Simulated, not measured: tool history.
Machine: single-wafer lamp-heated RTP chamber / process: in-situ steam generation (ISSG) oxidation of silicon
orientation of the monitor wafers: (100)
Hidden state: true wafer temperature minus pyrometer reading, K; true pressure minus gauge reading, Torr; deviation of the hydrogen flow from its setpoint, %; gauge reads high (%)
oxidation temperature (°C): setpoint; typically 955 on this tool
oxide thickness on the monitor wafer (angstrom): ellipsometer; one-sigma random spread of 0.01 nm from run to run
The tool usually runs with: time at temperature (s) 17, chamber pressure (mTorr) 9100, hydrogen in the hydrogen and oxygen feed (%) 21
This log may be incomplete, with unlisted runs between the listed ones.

run     day  oxidation temperature (°C)  time at temperature (s)  chamber pressure (mTorr)  hydrogen in the hydrogen and oxygen feed (%)  wafers since the last listed run  wafers since the last pyrometer calibration  hours since the pressure gauge was zeroed  hours since the hydrogen flow controller was replaced  hours since the gauge calibration  read-back reference wafer on the same gauge, thickness  oxide thickness on the monitor wafer (angstrom)
  1       0                         955                       15                      9100                                            21                                 0                                          491                                      786.2                                                 5289.4                             1310.6                                                    4.34                                            39.75
  2   1.442                         955                       15                      9100                                            21                               262                                          753                                      820.8                                                   5324                             1345.2                                                   4.341                                            39.99
  3   4.258                         955                       15                      9100                                            21                               512                                         1266                                      888.4                                                 5391.6                             1412.8                                                   4.341                                            40.17
  4   6.988                         955                       17                      9100                                            21                               496                                         1763                                      953.9                                                 5457.1                             1478.3                                                   4.345                                            42.37
      8.429  -- gauge calibrated
  5   9.629                         955                       17                      9100                                            21                               480                                         2244                                     1017.3                                                 5520.5                               28.8                                                   4.342                                            42.54
  6  11.408                         964                       17                      9100                                            21                               323                                         2567                                       1060                                                 5563.2                               71.5                                                   4.339                                            43.99
  7  14.229                         964                       17                      9100                                            21                               513                                         3081                                     1127.7                                                 5630.9                              139.2                                                   4.339                                            44.45
     16.629  -- pyrometer window cleaned and pyrometer calibrated
  8  16.654                         955                       17                      9100                                            21                               380                                            4                                     1185.9                                                 5689.1                              197.4                                                   4.341                                            41.81
  9  24.179                         955                       17                      9100                                            21                              1369                                         1374                                     1366.5                                                 5869.7                                378                                                    4.34                                            42.33
 10  26.146                         955                       17                      9100                                            21                               357                                         1732                                     1413.7                                                 5916.9                              425.2                                                   4.342                                            42.38
 11  30.725                         955                       17                      9100                                            21                               833                                         2565                                     1523.6                                                 6026.8                              535.1                                                   4.341                                             42.7
 12  32.008                         955                       17                      9100                                            21                               233                                         2799                                     1554.4                                                 6057.6                              565.9                                                   4.339                                             42.9
 13  34.467                         955                       17                      9100                                            21                               447                                         3246                                     1613.4                                                 6116.6                              624.9                                                   4.341                                            43.11
     34.854  -- pyrometer window cleaned and pyrometer calibrated
 14  36.588                         955                       17                      8400                                            21                               325                                          315                                     1664.3                                                 6167.5                              675.8                                                   4.337                                            42.26
 15  39.542                         955                       17                      9100                                            21                               537                                          853                                     1735.2                                                 6238.4                              746.7                                                   4.339                                             42.2
 16  41.979                         955                       17                      9100                                            13                               443                                         1297                                     1793.7                                                 6296.9                              805.2                                                   4.343                                            38.02
 17  44.412                         955                       17                      9100                                            21                               442                                         1740                                     1852.1                                                 6355.3                              863.6                                                   4.335                                            42.52
     45.004  -- pressure gauge zeroed
 18  46.638                         949                       17                      9100                                            21                               344                                         2084                                       39.2                                                 6408.7                                917                                                   4.343                                            41.95
 19  49.479                         969                       17                      9100                                            21                               517                                         2601                                      107.4                                                 6476.9                              985.2                                                   4.342                                            44.75
     50.683  -- pyrometer window cleaned and pyrometer calibrated
 20  50.871                         955                       17                      9100                                            21                               192                                           34                                      140.8                                                 6510.3                             1018.6                                                   4.341                                             41.6
 21  52.296                         955                       17                      8100                                            12                               259                                          293                                        175                                                 6544.5                             1052.8                                                   4.342                                            37.42
     54.317  -- hydrogen flow controller replaced
 22  54.338                         946                       12                      8100                                            28                               310                                          604                                        224                                                    0.5                             1101.8                                                   4.342                                            39.17
 23  55.825                         955                       22                      9800                                            30                               270                                          875                                      259.7                                                   36.2                             1137.5                                                   4.339                                            50.11
 24  57.762                         940                       17                     10200                                            29                               352                                         1227                                      306.2                                                   82.7                               1184                                                   4.339                                            42.82
 25  60.483                         969                       17                      9100                                            25                               495                                         1723                                      371.5                                                    148                             1249.3                                                   4.338                                            46.16
     62.325  -- gauge calibrated
 26   62.85                         955                       17                     10200                                            25                               430                                         2153                                      428.3                                                  204.8                               12.6                                                   4.338                                            43.35
 27  65.704                         965                       19                      8300                                            17                               519                                         2673                                      496.8                                                  273.3                               81.1                                                   4.343                                            44.39
      66.35  -- pyrometer window cleaned and pyrometer calibrated
 28  67.662                         941                       17                      9100                                            21                               295                                          239                                      543.8                                                  320.3                              128.1                                                    4.34                                            40.22
 29  75.925                         955                       17                      9100                                            21                              1503                                         1743                                      742.1                                                  518.6                              326.4                                                    4.34                                            42.28

Run 30, settings as shown, results not yet in. Your forecast:
 30  78.596                         937                       20                     10200                                            14                               486                                         2229                                      806.2                                                  582.7                              390.5                                                       ?                                                ?

{"run 30": {"read-back reference wafer on the same gauge, thickness": 4.344, "oxide thickness on the monitor wafer (angstrom)": 38.94}}
Had the tool carried no hidden state, the very same run would have given oxide thickness on the monitor wafer (angstrom) 38.13.

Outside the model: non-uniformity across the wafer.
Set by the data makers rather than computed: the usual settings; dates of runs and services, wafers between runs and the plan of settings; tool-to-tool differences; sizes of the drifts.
